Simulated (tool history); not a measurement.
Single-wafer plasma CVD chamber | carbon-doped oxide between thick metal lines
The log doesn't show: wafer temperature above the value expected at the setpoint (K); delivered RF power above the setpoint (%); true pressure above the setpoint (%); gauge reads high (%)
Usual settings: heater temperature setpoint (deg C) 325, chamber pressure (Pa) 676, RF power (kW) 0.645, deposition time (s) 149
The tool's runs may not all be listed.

run,hour,heater temperature setpoint (deg C),chamber pressure (Pa),RF power (kW),deposition time (s),wafers since the last listed run,hours since the last thermocouple change,hours since the last RF generator calibration,hours since the last manometer calibration,hours since the showerhead was replaced,hours since the gauge calibration,"read-back reference wafer on the same gauge, thickness_nm",mean film thickness on the monitor wafer (nm)
1,0.0,325,676,0.645,149,0,2464.5,1055.7,1583.5,6709.4,2355.6,1060.371,991.253
2,46.9,325,676,0.645,149,296,2511.4,1102.6,1630.4,6756.3,2402.5,1059.927,991.470
# hour 83.1: thermocouple changed; heater temperature recalibrated
3,141.9,325,643,0.690,149,549,58.8,1197.6,1725.4,6851.3,2497.5,1060.068,1022.176
4,243.9,325,643,0.690,149,643,160.8,1299.6,1827.4,6953.3,2599.5,1059.624,1022.756
5,281.6,325,643,0.690,149,237,198.5,1337.3,1865.1,6991.0,2637.2,1060.478,1022.664
# hour 376.2: gauge calibrated
6,381.9,325,676,0.645,149,633,298.8,1437.6,1965.4,7091.3,5.7,1059.559,986.234
# hour 425.4: RF generator calibrated
7,452.0,325,792,0.645,149,391,368.9,26.6,2035.5,7161.4,75.8,1059.482,1023.130
# hour 496.3: capacitance manometer re-zeroed and calibrated
8,540.6,325,792,0.645,149,508,457.5,115.2,44.3,7250.0,164.4,1060.159,1014.186
9,620.3,325,676,0.580,165,503,537.2,194.9,124.0,7329.7,244.1,1060.522,994.753
10,680.2,339,568,0.755,149,378,597.1,254.8,183.9,7389.6,304.0,1059.237,1005.212
11,729.2,325,643,0.690,149,309,646.1,303.8,232.9,7438.6,353.0,1060.182,1007.244
12,834.0,318,676,0.760,149,661,750.9,408.6,337.7,7543.4,457.8,1060.672,1116.960
13,885.3,317,787,0.645,138,323,802.2,459.9,389.0,7594.7,509.1,1059.883,957.526
14,929.0,325,544,0.710,149,275,845.9,503.6,432.7,7638.4,552.8,1060.041,990.541
# hour 963.1: capacitance manometer re-zeroed and calibrated, repeated, since the last time left the tool worse
15,976.0,325,676,0.570,149,246,892.9,550.6,12.9,7685.4,599.8,1059.948,915.240
16,1021.2,325,676,0.645,149,285,938.1,595.8,58.1,7730.6,645.0,1060.052,1001.217
17,1114.3,334,547,0.725,171,587,1031.2,688.9,151.2,7823.7,738.1,1059.330,1142.036
# hour 1132.8: showerhead replaced
18,1213.7,325,676,0.645,149,576,1130.6,788.3,250.6,80.9,837.5,1059.803,999.638
19,1267.4,336,515,0.730,130,338,1184.3,842.0,304.3,134.6,891.2,1060.100,860.710
20,1361.5,318,735,0.645,149,593,1278.4,936.1,398.4,228.7,985.3,1060.013,1040.735
21,1417.1,325,608,0.645,126,350,1334.0,991.7,454.0,284.3,1040.9,1060.159,820.844
22,1501.0,321,676,0.645,169,529,1417.9,1075.6,537.9,368.2,1124.8,1060.389,1145.340
23,1603.5,325,600,0.680,149,646,1520.4,1178.1,640.4,470.7,1227.3,1059.301,996.010
# hour 1755.2: RF generator calibrated
24,1892.7,338,793,0.525,132,1774,1809.6,137.5,929.6,759.9,1516.5,1060.262,756.810
25,1985.3,325,676,0.645,149,584,1902.2,230.1,1022.2,852.5,1609.1,1060.368,989.280
26,2060.9,325,553,0.645,164,477,1977.8,305.7,1097.8,928.1,1684.7,1059.734,1042.222
27,2163.7,325,755,0.645,130,648,2080.6,408.5,1200.6,1030.9,1787.5,1060.142,891.961

Forecast each of these 5 alternatives for the next run:
A,2164.1,325,676,0.645,149,2,2081.0,408.9,1201.0,1031.3,1787.9,?,?
B,2164.1,316,676,0.725,149,2,2081.0,408.9,1201.0,1031.3,1787.9,?,?
C,2164.1,325,740,0.735,124,2,2081.0,408.9,1201.0,1031.3,1787.9,?,?
D,2164.1,325,765,0.735,129,2,2081.0,408.9,1201.0,1031.3,1787.9,?,?
E,2164.1,316,536,0.730,141,2,2081.0,408.9,1201.0,1031.3,1787.9,?,?

run,"read-back reference wafer on the same gauge, thickness_nm",mean film thickness on the monitor wafer (nm)
A,1060.279,997.548
B,1060.279,1113.536
C,1060.279,931.247
D,1060.279,974.717
E,1060.279,997.443
Without the tool's hidden state the same runs would have given:
run,mean film thickness on the monitor wafer (nm)
A,1005.038
B,1121.897
C,936.541
D,980.257
E,1003.481
